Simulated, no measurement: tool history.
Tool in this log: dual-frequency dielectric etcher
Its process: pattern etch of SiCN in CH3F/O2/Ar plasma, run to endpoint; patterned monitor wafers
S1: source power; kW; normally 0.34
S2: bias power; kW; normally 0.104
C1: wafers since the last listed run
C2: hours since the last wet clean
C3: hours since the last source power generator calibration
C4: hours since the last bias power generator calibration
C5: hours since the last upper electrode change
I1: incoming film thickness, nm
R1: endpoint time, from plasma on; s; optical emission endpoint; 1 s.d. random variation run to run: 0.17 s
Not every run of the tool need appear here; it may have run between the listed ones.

run 1 hour=0 | S1=0.34 S2=0.085 | C1=0 C2=71.5 C3=1677.5 C4=1735.5 C5=4339.7 | I1=11.65 | R1=33.7
run 2 hour=60.5 | S1=0.34 S2=0.104 | C1=637 C2=132 C3=1738 C4=1796 C5=4400.2 | I1=11.68 | R1=31.2
run 3 hour=150 | S1=0.34 S2=0.104 | C1=943 C2=221.5 C3=1827.5 C4=1885.5 C5=4489.7 | I1=11.72 | R1=30.7
run 4 hour=224.7 | S1=0.34 S2=0.104 | C1=787 C2=296.2 C3=1902.2 C4=1960.2 C5=4564.4 | I1=11.65 | R1=30.2
run 5 hour=286.7 | S1=0.34 S2=0.104 | C1=653 C2=358.2 C3=1964.2 C4=2022.2 C5=4626.4 | I1=11.62 | R1=29.6
run 6 hour=347.3 | S1=0.34 S2=0.104 | C1=638 C2=418.8 C3=2024.8 C4=2082.8 C5=4687 | I1=11.68 | R1=30
run 7 hour=432.5 | S1=0.34 S2=0.104 | C1=898 C2=504 C3=2110 C4=2168 C5=4772.2 | I1=11.73 | R1=29.7
-- hour=456.8 wet clean of the chamber
run 8 hour=526.8 | S1=0.34 S2=0.104 | C1=741 C2=70 C3=2204.3 C4=2262.3 C5=4866.5 | I1=11.46 | R1=30.8
run 9 hour=598.4 | S1=0.34 S2=0.104 | C1=754 C2=141.6 C3=2275.9 C4=2333.9 C5=4938.1 | I1=11.55 | R1=30.9
run 10 hour=676.8 | S1=0.34 S2=0.104 | C1=826 C2=220 C3=2354.3 C4=2412.3 C5=5016.5 | I1=11.53 | R1=30.8
run 11 hour=752.4 | S1=0.34 S2=0.104 | C1=797 C2=295.6 C3=2429.9 C4=2487.9 C5=5092.1 | I1=11.64 | R1=30.5
-- hour=794.2 source power generator calibrated
run 12 hour=799.1 | S1=0.34 S2=0.083 | C1=450 C2=342.3 C3=4.9 C4=2534.6 C5=5138.8 | I1=11.61 | R1=33.1
-- hour=857.1 bias power generator calibrated
run 13 hour=888.1 | S1=0.34 S2=0.104 | C1=896 C2=431.3 C3=93.9 C4=31 C5=5227.8 | I1=11.51 | R1=29.8
-- hour=961.4 wet clean of the chamber
run 14 hour=961.9 | S1=0.34 S2=0.104 | C1=525 C2=0.5 C3=167.7 C4=104.8 C5=5301.6 | I1=11.5 | R1=30.7
run 15 hour=1012.9 | S1=0.36 S2=0.121 | C1=537 C2=51.5 C3=218.7 C4=155.8 C5=5352.6 | I1=11.68 | R1=28.9
run 16 hour=1051 | S1=0.34 S2=0.104 | C1=401 C2=89.6 C3=256.8 C4=193.9 C5=5390.7 | I1=11.67 | R1=31.4
run 17 hour=1116.6 | S1=0.32 S2=0.126 | C1=691 C2=155.2 C3=322.4 C4=259.5 C5=5456.3 | I1=11.66 | R1=29
run 18 hour=1188.8 | S1=0.42 S2=0.085 | C1=761 C2=227.4 C3=394.6 C4=331.7 C5=5528.5 | I1=11.6 | R1=31.5
run 19 hour=1270 | S1=0.34 S2=0.104 | C1=856 C2=308.6 C3=475.8 C4=412.9 C5=5609.7 | I1=11.53 | R1=30.2
-- hour=1319.2 upper electrode replaced
run 20 hour=1328 | S1=0.34 S2=0.104 | C1=358 C2=366.6 C3=533.8 C4=470.9 C5=8.8 | I1=11.56 | R1=29.9
-- hour=1400.6 wet clean of the chamber
run 21 hour=1401.1 | S1=0.3 S2=0.126 | C1=517 C2=0.5 C3=606.9 C4=544 C5=81.9 | I1=11.41 | R1=28.9
run 22 hour=1496.5 | S1=0.29 S2=0.082 | C1=1005 C2=95.9 C3=702.3 C4=639.4 C5=177.3 | I1=11.67 | R1=36.2
run 23 hour=1554.8 | S1=0.4 S2=0.089 | C1=614 C2=154.2 C3=760.6 C4=697.7 C5=235.6 | I1=11.7 | R1=31.6
run 24 hour=1651.4 | S1=0.36 S2=0.091 | C1=1018 C2=250.8 C3=857.2 C4=794.3 C5=332.2 | I1=11.55 | R1=31.7
run 25 hour=1719.6 | S1=0.38 S2=0.129 | C1=718 C2=319 C3=925.4 C4=862.5 C5=400.4 | I1=11.55 | R1=26.7

Below are 4 alternative next runs, each starting from the tool's condition after run 25. Predict each:
run A hour=1720 | S1=0.37 S2=0.104 | C1=4 C2=319.4 C3=925.8 C4=862.9 C5=400.8 | I1=11.72 | R1=?
run B hour=1720 | S1=0.34 S2=0.114 | C1=4 C2=319.4 C3=925.8 C4=862.9 C5=400.8 | I1=11.72 | R1=?
run C hour=1720 | S1=0.31 S2=0.114 | C1=4 C2=319.4 C3=925.8 C4=862.9 C5=400.8 | I1=11.72 | R1=?
run D hour=1720 | S1=0.28 S2=0.115 | C1=4 C2=319.4 C3=925.8 C4=862.9 C5=400.8 | I1=11.72 | R1=?

run=A R1=29.8
run=B R1=29.3
run=C R1=30
run=D R1=30.7
Take away the tool's hidden state, keep each run's random variation, and the runs would have read:
run=A R1=30.7
run=B R1=30.2
run=C R1=31
run=D R1=31.7
